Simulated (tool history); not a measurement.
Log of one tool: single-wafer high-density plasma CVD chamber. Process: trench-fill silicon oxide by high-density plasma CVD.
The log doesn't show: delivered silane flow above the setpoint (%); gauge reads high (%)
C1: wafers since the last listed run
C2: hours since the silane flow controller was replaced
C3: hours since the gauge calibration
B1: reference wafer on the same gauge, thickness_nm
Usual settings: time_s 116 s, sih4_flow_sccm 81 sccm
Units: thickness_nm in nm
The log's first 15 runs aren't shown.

{"run": 16, "day": 32.246, "time_s": 116, "sih4_flow_sccm": 81, "C1": 467, "C2": 3539.3, "C3": 779.8, "B1": 1165.64, "thickness_nm": 978.015}
{"run": 17, "day": 33.975, "time_s": 116, "sih4_flow_sccm": 81, "C1": 645, "C2": 3580.8, "C3": 821.3, "B1": 1164.391, "thickness_nm": 970.017}
{"run": 18, "day": 35.992, "time_s": 116, "sih4_flow_sccm": 81, "C1": 752, "C2": 3629.2, "C3": 869.7, "B1": 1165.021, "thickness_nm": 975.582}
{"run": 19, "day": 37.854, "time_s": 116, "sih4_flow_sccm": 81, "C1": 694, "C2": 3673.9, "C3": 914.4, "B1": 1164.66, "thickness_nm": 974.215}
{"run": 20, "day": 39.992, "time_s": 116, "sih4_flow_sccm": 81, "C1": 797, "C2": 3725.2, "C3": 965.7, "B1": 1165.057, "thickness_nm": 971.427}
{"run": 21, "day": 42.562, "time_s": 131, "sih4_flow_sccm": 73, "C1": 958, "C2": 3786.9, "C3": 1027.4, "B1": 1165.138, "thickness_nm": 1021.183}
{"run": 22, "day": 44.112, "time_s": 127, "sih4_flow_sccm": 69, "C1": 578, "C2": 3824.1, "C3": 1064.6, "B1": 1165.048, "thickness_nm": 957.07}
{"run": 23, "day": 51.971, "time_s": 116, "sih4_flow_sccm": 81, "C1": 2931, "C2": 4012.7, "C3": 1253.2, "B1": 1164.851, "thickness_nm": 968.984}
{"run": 24, "day": 53.658, "time_s": 125, "sih4_flow_sccm": 72, "C1": 629, "C2": 4053.2, "C3": 1293.7, "B1": 1164.805, "thickness_nm": 965.725}
{"day": 54.412, "done": "gauge calibrated"}
{"run": 25, "day": 55.208, "time_s": 116, "sih4_flow_sccm": 85, "C1": 578, "C2": 4090.4, "C3": 19.1, "B1": 1164.901, "thickness_nm": 1004.091}
{"run": 26, "day": 57.083, "time_s": 99, "sih4_flow_sccm": 81, "C1": 699, "C2": 4135.4, "C3": 64.1, "B1": 1165.163, "thickness_nm": 825.3}
{"run": 27, "day": 60.067, "time_s": 116, "sih4_flow_sccm": 81, "C1": 1112, "C2": 4207, "C3": 135.7, "B1": 1164.969, "thickness_nm": 961.874}
{"run": 28, "day": 61.158, "time_s": 104, "sih4_flow_sccm": 88, "C1": 407, "C2": 4233.2, "C3": 161.9, "B1": 1164.742, "thickness_nm": 913.431}
{"run": 29, "day": 63.525, "time_s": 116, "sih4_flow_sccm": 81, "C1": 882, "C2": 4290, "C3": 218.7, "B1": 1164.51, "thickness_nm": 962.65}
{"day": 64.842, "done": "silane flow controller replaced"}
{"run": 30, "day": 65.604, "time_s": 123, "sih4_flow_sccm": 91, "C1": 651, "C2": 18.3, "C3": 268.6, "B1": 1165.23, "thickness_nm": 1134.777}
{"run": 31, "day": 67.3, "time_s": 128, "sih4_flow_sccm": 88, "C1": 632, "C2": 59, "C3": 309.3, "B1": 1165.109, "thickness_nm": 1151.732}
{"run": 32, "day": 68.712, "time_s": 116, "sih4_flow_sccm": 81, "C1": 526, "C2": 92.9, "C3": 343.2, "B1": 1165.439, "thickness_nm": 986.667}
{"run": 33, "day": 70.925, "time_s": 123, "sih4_flow_sccm": 74, "C1": 825, "C2": 146, "C3": 396.3, "B1": 1165.088, "thickness_nm": 979.207}
{"run": 34, "day": 72.867, "time_s": 134, "sih4_flow_sccm": 81, "C1": 724, "C2": 192.6, "C3": 442.9, "B1": 1164.822, "thickness_nm": 1141.042}
{"run": 35, "day": 73.938, "time_s": 106, "sih4_flow_sccm": 95, "C1": 399, "C2": 218.3, "C3": 468.6, "B1": 1164.925, "thickness_nm": 1008.965}
{"run": 36, "day": 76.888, "time_s": 99, "sih4_flow_sccm": 73, "C1": 1100, "C2": 289.1, "C3": 539.4, "B1": 1165.679, "thickness_nm": 784.271}
{"run": 37, "day": 79.233, "time_s": 134, "sih4_flow_sccm": 86, "C1": 875, "C2": 345.4, "C3": 595.7, "B1": 1165.62, "thickness_nm": 1194.916}

Run 38 comes next. What will it give?
{"run": 38, "day": 80.425, "time_s": 109, "sih4_flow_sccm": 86, "C1": 444, "C2": 374, "C3": 624.3, "B1": "?", "thickness_nm": "?"}

B1: 1165.115
thickness_nm: 964.947 nm
Without the tool's hidden state the same run would have given thickness_nm 966.99 nm.
